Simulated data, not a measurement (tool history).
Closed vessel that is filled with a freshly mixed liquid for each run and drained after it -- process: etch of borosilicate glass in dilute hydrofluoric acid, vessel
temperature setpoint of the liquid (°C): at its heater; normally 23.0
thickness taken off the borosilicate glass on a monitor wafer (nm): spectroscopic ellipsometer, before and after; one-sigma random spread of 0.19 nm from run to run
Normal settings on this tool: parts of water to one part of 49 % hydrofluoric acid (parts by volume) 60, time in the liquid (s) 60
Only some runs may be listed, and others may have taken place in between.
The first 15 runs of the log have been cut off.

run    hour  temperature setpoint of the liquid (°C)  parts of water to one part of 49 % hydrofluoric acid (parts by volume)  time in the liquid (s)  read-back film thickness of the borosilicate glass reference wafer, read on the same gauge (nm)  thickness taken off the borosilicate glass on a monitor wafer (nm)
 16  1168.8                                     21.5                                                                      60                      60                                                                                           129.96                                                               20.33
 17  1266.1                                     23.0                                                                      90                      60                                                                                           130.00                                                               13.98
     1286.9  -- hydrofluoric acid flow meter replaced
     1474.5  -- gauge calibrated
 18  1485.1                                     23.0                                                                      45                      60                                                                                           130.00                                                               29.29
 19  1579.6                                     23.0                                                                      60                      60                                                                                           130.00                                                               21.60
     1608.8  -- thermometer replaced
 20  1645.8                                     23.0                                                                      60                      60                                                                                           130.03                                                               21.60
 21  1706.3                                     21.0                                                                      80                      45                                                                                           130.02                                                               10.96
 22  1804.5                                     21.5                                                                      45                      35                                                                                           130.02                                                               15.86
 23  1851.3                                     26.0                                                                      60                      60                                                                                           129.99                                                               24.53
 24  1899.2                                     23.0                                                                      60                      60                                                                                           130.02                                                               21.50
 25  1992.6                                     23.0                                                                      60                      60                                                                                           130.00                                                               21.84
 26  2053.3                                     23.0                                                                      60                      60                                                                                           129.99                                                               21.43
 27  2130.1                                     28.0                                                                      60                      60                                                                                           129.97                                                               26.70
 28  2219.6                                     19.0                                                                      30                      30                                                                                           130.03                                                               19.09
 29  2270.3                                     23.0                                                                      60                      60                                                                                           129.99                                                               22.05
 30  2331.7                                     23.0                                                                      90                      85                                                                                           130.02                                                               19.85
     2463.4  -- hydrofluoric acid flow meter replaced
 31  2491.7                                     24.5                                                                      30                      90                                                                                           130.01                                                               72.17
 32  2589.4                                     27.5                                                                      50                      60                                                                                           129.99                                                               32.08

Here are 5 independent what-if runs from the current tool condition. What would each one return?
  A  2590.1                                     23.0                                                                      60                      60                                                                                                ?                                                                   ?
  B  2590.1                                     26.0                                                                      45                      35                                                                                                ?                                                                   ?
  C  2590.1                                     25.5                                                                      50                      60                                                                                                ?                                                                   ?
  D  2590.1                                     18.0                                                                      60                      60                                                                                                ?                                                                   ?
  E  2590.1                                     19.0                                                                      85                      75                                                                                                ?                                                                   ?

run  read-back film thickness of the borosilicate glass reference wafer, read on the same gauge (nm)  thickness taken off the borosilicate glass on a monitor wafer (nm)
  A                                                                                           130.00                                                               21.63
  B                                                                                           130.00                                                               19.40
  C                                                                                           130.00                                                               29.13
  D                                                                                           130.00                                                               17.53
  E                                                                                           130.00                                                               15.69
Without the tool's hidden state the same runs would have given:
run  thickness taken off the borosilicate glass on a monitor wafer (nm)
  A                                                               21.63
  B                                                               19.40
  C                                                               29.13
  D                                                               17.53
  E                                                               15.69
